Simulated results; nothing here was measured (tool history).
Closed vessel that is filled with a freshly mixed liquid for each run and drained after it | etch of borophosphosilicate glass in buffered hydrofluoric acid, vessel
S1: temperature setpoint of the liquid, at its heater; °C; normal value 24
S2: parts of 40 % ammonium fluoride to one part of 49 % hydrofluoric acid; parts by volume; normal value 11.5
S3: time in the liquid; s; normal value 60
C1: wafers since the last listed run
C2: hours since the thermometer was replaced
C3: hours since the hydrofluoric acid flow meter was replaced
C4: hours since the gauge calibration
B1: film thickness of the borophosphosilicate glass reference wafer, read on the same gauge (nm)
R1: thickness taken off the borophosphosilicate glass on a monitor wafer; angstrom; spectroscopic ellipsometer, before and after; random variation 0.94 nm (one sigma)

run	hour	S1	S2	S3	C1	C2	C3	C4	B1	R1
1	0	24	11.5	45	0	900.7	690.4	803.6	79.99	854.3
# hour 66.1: hydrofluoric acid flow meter replaced
2	103.2	24	11.5	60	10087	1003.9	37.1	906.8	80.01	1128.8
3	171.4	24	11.5	60	6731	1072.1	105.3	975	80.02	1123.9
4	473.2	24	11.5	60	29789	1373.9	407.1	1276.8	80.03	1139.4
5	573.6	24	9	60	9910	1474.3	507.5	1377.2	80.04	1404.7
6	681.6	24	9	60	10660	1582.3	615.5	1485.2	80	1386.1
7	760.1	24	9	60	7748	1660.8	694	1563.7	79.98	1366.7
# hour 780.4: hydrofluoric acid flow meter replaced
8	858.3	24	11.5	60	9594	1759	77.9	1661.9	80.03	1117.8
9	928	24	12.5	60	6879	1828.7	147.6	1731.6	79.99	1039.4
10	999.3	24	12.5	60	7037	1900	218.9	1802.9	80	1042.9
11	1051	21.5	11.5	60	5103	1951.7	270.6	1854.6	80	996.8
# hour 1121.4: gauge calibrated
12	1153.8	21.5	11.5	60	10146	2054.5	373.4	32.4	79.98	981
13	1256.1	21.5	11.5	60	10097	2156.8	475.7	134.7	80.01	985.3
# hour 1281.2: thermometer replaced
14	1297.4	24	11.5	60	3977	16.2	517	176	80.02	1135.7
15	1385.4	24	8.5	60	8686	104.2	605	264	80.04	1454.4
16	1437.9	24	9	60	5182	156.7	657.5	316.5	80	1370.5
# hour 1509.9: hydrofluoric acid flow meter replaced
17	1530	24	11.5	75	8992	248.8	20.1	408.6	79.97	1405
18	1624.1	24	11.5	60	9288	342.9	114.2	502.7	80	1149.2
19	1729.4	21	11.5	40	10393	448.2	219.5	608	80.03	646.1
20	1798.7	27	13	60	6840	517.5	288.8	677.3	79.99	1189.6
21	1869.2	24	11.5	35	6958	588	359.3	747.8	80	662.8
22	1908.9	24	9	60	3918	627.7	399	787.5	80.01	1397.5
23	2002.8	27	11.5	90	9268	721.6	492.9	881.4	80.01	1988.3
24	2053.5	20	7	35	5004	772.3	543.6	932.1	79.98	861.5
25	2130.3	19.5	15	85	7580	849.1	620.4	1008.9	79.98	964.4
26	2199.7	24	11.5	60	6850	918.5	689.8	1078.3	80	1128.8
27	2277.6	24	11.5	60	7689	996.4	767.7	1156.2	80.01	1144.1

Below are 3 alternative next runs, each starting from the tool's condition after run 27. Predict each:
A	2278.3	24	11.5	30	69	997.1	768.4	1156.9	?	?
B	2278.3	21.5	8	80	69	997.1	768.4	1156.9	?	?
C	2278.3	25.5	15.5	85	69	997.1	768.4	1156.9	?	?

run	B1	R1
A	80.01	568
B	80.01	1846
C	80.01	1300.2
Had the tool no hidden state, the same runs would have come out as:
run	R1
A	568
B	1846
C	1300.2

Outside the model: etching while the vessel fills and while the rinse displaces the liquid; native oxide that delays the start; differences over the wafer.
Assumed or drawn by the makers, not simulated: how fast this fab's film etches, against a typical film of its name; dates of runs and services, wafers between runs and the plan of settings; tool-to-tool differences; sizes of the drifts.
